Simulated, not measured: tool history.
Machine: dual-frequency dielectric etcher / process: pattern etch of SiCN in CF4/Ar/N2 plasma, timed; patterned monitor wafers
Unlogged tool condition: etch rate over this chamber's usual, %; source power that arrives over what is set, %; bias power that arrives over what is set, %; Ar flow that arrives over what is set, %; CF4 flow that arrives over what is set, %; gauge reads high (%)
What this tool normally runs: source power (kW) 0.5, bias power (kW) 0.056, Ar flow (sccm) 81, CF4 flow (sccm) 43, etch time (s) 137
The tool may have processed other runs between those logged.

run	hour	source power (kW)	bias power (kW)	Ar flow (sccm)	CF4 flow (sccm)	etch time (s)	wafers since the last listed run	hours since the last wet clean	hours since the last source power generator calibration	hours since the last bias power generator calibration	hours since the last Ar flow controller change	hours since the last CF4 flow controller change	hours since the last upper electrode change	hours since the gauge calibration	read-back reference wafer on the same gauge, depth_nm	mean etch depth across the wafer (nm)
1	0	0.41	0.056	81	43	137	0	113.1	1856	1220.1	2742.2	2687.8	4717.5	278.9	87	94.8
2	69.8	0.41	0.056	81	43	137	462	182.9	1925.8	1289.9	2812	2757.6	4787.3	348.7	87.1	93.7
3	125.2	0.5	0.056	81	43	137	366	238.3	1981.2	1345.3	2867.4	2813	4842.7	404.1	87.2	106.3
4	218.2	0.5	0.056	81	43	137	615	331.3	2074.2	1438.3	2960.4	2906	4935.7	497.1	87	106.1
5	281.8	0.5	0.056	81	43	137	421	394.9	2137.8	1501.9	3024	2969.6	4999.3	560.7	87.1	104.7
# hour 376.7: wet clean of the chamber
# hour 383.8: CF4 flow controller replaced
6	384.3	0.5	0.056	81	49	137	480	7.6	2240.3	1604.4	3126.5	0.5	5101.8	663.2	87.2	104.3
# hour 411.2: bias power generator calibrated
# hour 433.4: upper electrode replaced
7	470.7	0.5	0.056	81	43	127	398	94	2326.7	59.5	3212.9	86.9	37.3	749.6	87.1	93.4
8	523.5	0.5	0.056	81	43	127	349	146.8	2379.5	112.3	3265.7	139.7	90.1	802.4	87	93.7
# hour 594.2: gauge calibrated
# hour 620: wet clean of the chamber, repeated, since the last time left the tool worse
9	620.5	0.5	0.056	81	43	137	483	0.5	2476.5	209.3	3362.7	236.7	187.1	26.3	86.9	108.4
10	662.4	0.5	0.056	81	43	137	277	42.4	2518.4	251.2	3404.6	278.6	229	68.2	86.8	109.1
11	724.8	0.5	0.056	71	48	170.5	413	104.8	2580.8	313.6	3467	341	291.4	130.6	87	140.8
12	765.5	0.45	0.056	75	40	108	269	145.5	2621.5	354.3	3507.7	381.7	332.1	171.3	87	79.5
# hour 794.8: source power generator calibrated
13	814.1	0.5	0.056	94	48	137	295	194.1	19.3	402.9	3556.3	430.3	380.7	219.9	87	106.9
14	881	0.5	0.052	62	38	137	443	261	86.2	469.8	3623.2	497.2	447.6	286.8	86.9	108.9
# hour 924.1: Ar flow controller replaced
15	924.9	0.42	0.056	74	33	167	251	304.9	130.1	513.7	0.8	541.1	491.5	330.7	87	111.8
16	999.5	0.5	0.056	81	43	137	494	379.5	204.7	588.3	75.4	615.7	566.1	405.3	86.9	107.7
17	1076.4	0.59	0.056	81	43	137	509	456.4	281.6	665.2	152.3	692.6	643	482.2	87	117.7
18	1118.4	0.55	0.056	95	43	137	278	498.4	323.6	707.2	194.3	734.6	685	524.2	86.9	108.9
# hour 1158.1: wet clean of the chamber
19	1166.6	0.55	0.056	81	47	137	160	8.5	371.8	755.4	242.5	782.8	733.2	572.4	87	115.6

Predict each of these 3 candidate next runs independently; none follows another, all start after run 19:
A	1167.1	0.5	0.056	81	43	121.5	3	9	372.3	755.9	243	783.3	733.7	572.9	?	?
B	1167.1	0.5	0.056	81	43	119	3	9	372.3	755.9	243	783.3	733.7	572.9	?	?
C	1167.1	0.5	0.056	66	43	99	3	9	372.3	755.9	243	783.3	733.7	572.9	?	?

run	read-back reference wafer on the same gauge, depth_nm	mean etch depth across the wafer (nm)
A	87	96.6
B	87	94.6
C	87	81.6
The same runs, with their run-to-run variation unchanged, on a tool lacking any hidden condition would have given:
run	mean etch depth across the wafer (nm)
A	97
B	95
C	81.9
